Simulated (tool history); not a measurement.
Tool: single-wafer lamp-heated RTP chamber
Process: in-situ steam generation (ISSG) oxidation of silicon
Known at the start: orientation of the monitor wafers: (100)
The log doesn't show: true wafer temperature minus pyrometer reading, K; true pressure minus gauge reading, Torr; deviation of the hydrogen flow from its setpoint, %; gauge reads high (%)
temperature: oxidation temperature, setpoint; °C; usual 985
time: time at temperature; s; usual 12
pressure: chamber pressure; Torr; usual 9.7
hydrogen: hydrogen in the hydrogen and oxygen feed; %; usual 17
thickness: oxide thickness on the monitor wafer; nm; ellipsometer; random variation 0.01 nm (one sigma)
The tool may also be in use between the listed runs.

run	hour	temperature	time	pressure	hydrogen	wafers since the last listed run	wafers since the last pyrometer calibration	hours since the pressure gauge was zeroed	hours since the hydrogen flow controller was replaced	hours since the gauge calibration	read-back reference wafer on the same gauge, thickness	thickness
1	0.0	985	12	9.7	17	0	2698	2425.2	5159.9	535.1	4.752	3.982
2	13.4	985	12	10.2	17	188	2887	2438.6	5173.3	548.5	4.750	3.942
3	44.8	969	15	9.7	17	442	3330	2470.0	5204.7	579.9	4.751	4.170
4	74.9	969	15	9.7	17	424	3754	2500.1	5234.8	610.0	4.751	4.165
5	87.4	969	15	9.7	17	176	3930	2512.6	5247.3	622.5	4.749	4.162
6	102.8	985	12	9.7	17	217	4148	2528.0	5262.7	637.9	4.750	3.988
7	130.8	985	12	9.7	17	394	4543	2556.0	5290.7	665.9	4.746	4.005
8	157.1	985	12	9.7	17	370	4914	2582.3	5317.0	692.2	4.750	4.003
9	171.7	969	12	9.7	17	205	5119	2596.9	5331.6	706.8	4.749	3.802
10	190.5	969	12	9.7	17	265	5385	2615.7	5350.4	725.6	4.751	3.799
11	208.0	969	12	9.7	17	246	5631	2633.2	5367.9	743.1	4.748	3.798
12	223.1	985	12	9.7	17	212	5844	2648.3	5383.0	758.2	4.751	4.009
13	238.6	985	12	9.7	17	218	6063	2663.8	5398.5	773.7	4.750	3.989
14	256.7	985	12	9.7	17	255	6318	2681.9	5416.6	791.8	4.751	4.019
15	285.4	990	12	9.7	17	404	6723	2710.6	5445.3	820.5	4.752	4.107
16	316.7	1004	14	9.7	17	441	7164	2741.9	5476.6	851.8	4.749	4.624
17	367.7	985	12	9.7	17	719	7884	2792.9	5527.6	902.8	4.750	4.038
# hour 388.9: gauge calibrated
# hour 390.8: pressure gauge zeroed
18	391.3	985	12	9.7	24	220	8104	0.5	5551.2	2.4	4.754	4.387
19	414.3	985	12	9.7	17	324	8428	23.5	5574.2	25.4	4.752	4.052
# hour 447.2: pyrometer window cleaned and pyrometer calibrated
20	447.7	985	12	9.7	17	358	6	56.9	5607.6	58.8	4.754	3.989
21	471.0	985	12	9.7	17	328	335	80.2	5630.9	82.1	4.751	3.971
22	493.0	979	14	9.7	17	310	645	102.2	5652.9	104.1	4.749	4.170
23	511.4	975	12	9.0	17	259	905	120.6	5671.3	122.5	4.753	3.876
24	526.9	985	12	8.9	11	218	1123	136.1	5686.8	138.0	4.746	3.635
# hour 537.5: hydrogen flow controller replaced
25	557.5	997	12	10.2	17	318	1442	166.7	20.0	168.6	4.751	4.116

Run 26 comes next. What will it give?
26	573.2	1004	13	9.7	17	221	1664	182.4	35.7	184.3	?	?

read-back reference wafer on the same gauge, thickness: 4.752
thickness: 4.383 nm
Without the tool's hidden state the same run would have given thickness 4.376 nm.
